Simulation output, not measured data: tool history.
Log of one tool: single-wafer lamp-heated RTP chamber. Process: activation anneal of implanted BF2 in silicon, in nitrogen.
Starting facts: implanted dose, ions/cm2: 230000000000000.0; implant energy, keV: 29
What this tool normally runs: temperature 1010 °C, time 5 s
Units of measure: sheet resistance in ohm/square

run,hour,temperature,time,wafers since the last listed run,wafers since the last pyrometer calibration,wafers since the reflector plate was cleaned,hours since the gauge calibration,"read-back reference wafer on the same gauge, sheet resistance",sheet resistance
1,0.0,1010,7,0,4789,11174,20.9,500.32,473.58
2,14.3,1010,7,181,4970,11355,35.2,499.93,473.29
3,27.4,1010,7,165,5136,11521,48.3,500.29,472.00
4,45.3,1010,5,226,5363,11747,66.2,499.96,474.87
5,59.1,1010,5,174,5538,11922,80.0,500.31,474.56
6,70.7,1022,5,146,5685,12069,91.6,500.15,472.83
7,81.9,1022,5,141,5827,12211,102.8,500.14,472.63
8,88.0,1010,5,77,5904,12288,108.9,499.79,474.47
# hour 102.9: gauge calibrated
# hour 108.0: pyrometer window cleaned and pyrometer calibrated
# hour 108.8: reflector plate cleaned
9,109.3,1010,5,158,6,6,6.4,499.90,473.57

Run 10 has not been measured yet. What should we expect?
10,110.0,986,3,8,15,15,7.1,?,?

Run 10 yielded read-back reference wafer on the same gauge, sheet resistance 500.15, sheet resistance 482.32 ohm/square.
Take away the tool's hidden state, keep the run-to-run variation as it was, and the same run would have given sheet resistance 482.32 ohm/square.
